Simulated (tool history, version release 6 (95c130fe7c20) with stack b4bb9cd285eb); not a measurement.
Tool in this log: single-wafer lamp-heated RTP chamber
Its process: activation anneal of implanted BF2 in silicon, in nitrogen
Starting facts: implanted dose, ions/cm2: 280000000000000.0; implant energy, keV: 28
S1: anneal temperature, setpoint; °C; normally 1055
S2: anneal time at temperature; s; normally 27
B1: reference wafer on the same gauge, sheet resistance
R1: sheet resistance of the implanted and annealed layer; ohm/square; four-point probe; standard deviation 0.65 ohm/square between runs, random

Run 1, hour 0: usual settings but S1 1073 °C, S2 31 s; B1 449.05. Result: R1 429.96 ohm/square.
Run 2, hour 8.2: usual settings but S1 1073 °C, S2 31 s; B1 449.04. Result: R1 428.7 ohm/square.
Run 3, hour 14.3: usual settings but S2 16 s; B1 448.97. Result: R1 440.92 ohm/square.
Run 4, hour 24.3: usual settings but S2 38 s; B1 448.92. Result: R1 431.55 ohm/square.
Run 5, hour 39.1: usual settings but S2 38 s; B1 449.14. Result: R1 431.03 ohm/square.
Run 6, hour 57: usual settings but S2 38 s; B1 448.85. Result: R1 430.89 ohm/square.
Run 7, hour 94: usual settings; B1 448.8. Result: R1 435.57 ohm/square.
Run 8, hour 110.1: usual settings; B1 449.12. Result: R1 435.18 ohm/square.
Run 9, hour 124.1: usual settings; B1 448.99. Result: R1 434.89 ohm/square.
Run 10, hour 163.8: usual settings; B1 448.76. Result: R1 434.83 ohm/square.
Run 11, hour 175.2: usual settings but S1 1065 °C; B1 448.96. Result: R1 432 ohm/square.
At hour 191.6: gauge calibrated.
Run 12, hour 192.7: usual settings; B1 449. Result: R1 433.29 ohm/square.
Run 13, hour 202.3: usual settings but S1 1036 °C; B1 448.89. Result: R1 437.01 ohm/square.
Run 14, hour 217.2: usual settings but S1 1036 °C; B1 449.08. Result: R1 438.83 ohm/square.
At hour 238.1: pyrometer window cleaned and pyrometer calibrated.
Run 15, hour 238.6: usual settings but S1 1078 °C; B1 448.86. Result: R1 430.84 ohm/square.
Run 16, hour 238.9: usual settings but S1 1080 °C, S2 16 s; B1 449.03. Result: R1 437.79 ohm/square.
Run 17, hour 253.7: usual settings; B1 448.97. Result: R1 436.05 ohm/square.
Run 18, hour 266.7: usual settings but S1 1034 °C, S2 31 s; B1 448.87. Result: R1 438.6 ohm/square.
Run 19, hour 275.2: usual settings; B1 449.07. Result: R1 436.59 ohm/square.
Run 20, hour 288.8: usual settings but S1 1042 °C, S2 42 s; B1 448.75. Result: R1 432.66 ohm/square.
Run 21, hour 306.4: usual settings but S2 43 s; B1 448.98. Result: R1 429.9 ohm/square.
At hour 319.1: reflector plate cleaned.
Run 22, hour 319.6: usual settings but S1 1027 °C, S2 37 s; B1 448.84. Result: R1 437.39 ohm/square.
Run 23, hour 330.6: usual settings but S1 1074 °C, S2 12 s; B1 448.92. Result: R1 441.48 ohm/square.
Run 24, hour 337.8: usual settings but S1 1076 °C, S2 21 s; B1 449. Result: R1 434.2 ohm/square.
Run 25, hour 348.5: usual settings; B1 449.16. Result: R1 435.72 ohm/square.
Run 26, hour 355.2: usual settings but S1 1072 °C, S2 37 s; B1 448.93. Result: R1 427.38 ohm/square.
Run 27, hour 361.6: usual settings but S1 1030 °C, S2 34 s; B1 448.92. Result: R1 437.13 ohm/square.
Run 28, hour 396.5: usual settings but S1 1042 °C, S2 31 s; B1 448.97. Result: R1 436.77 ohm/square.
Run 29, hour 405.9: usual settings but S1 1080 °C, S2 19 s; B1 448.94. Result: R1 432.92 ohm/square.

Pick out some run-to-run changes in R1. Of each, how much would a tool without hidden state show as well, from the settings, what came in and chance, and how much is left for the hidden state and any gauge scatter not in both results compared?
What the log doesn't record here: true wafer temperature minus pyrometer reading, K; wafer temperature error from the tarnished reflector plate, K; gauge reads high (%).
Run 2 -> 3: S1 1073 -> 1055, S2 31 -> 16. R1 +12.22 ohm/square: hidden state +0.24, all else +11.98.
Run 14 -> 15: S1 1036 -> 1078, pyrometer window cleaned and pyrometer calibrated. R1 -7.99 ohm/square: hidden state +1.87, all else -9.86.
Run 26 -> 27: S1 1072 -> 1030, S2 37 -> 34. R1 +9.75 ohm/square: hidden state +0.52, all else +9.23.
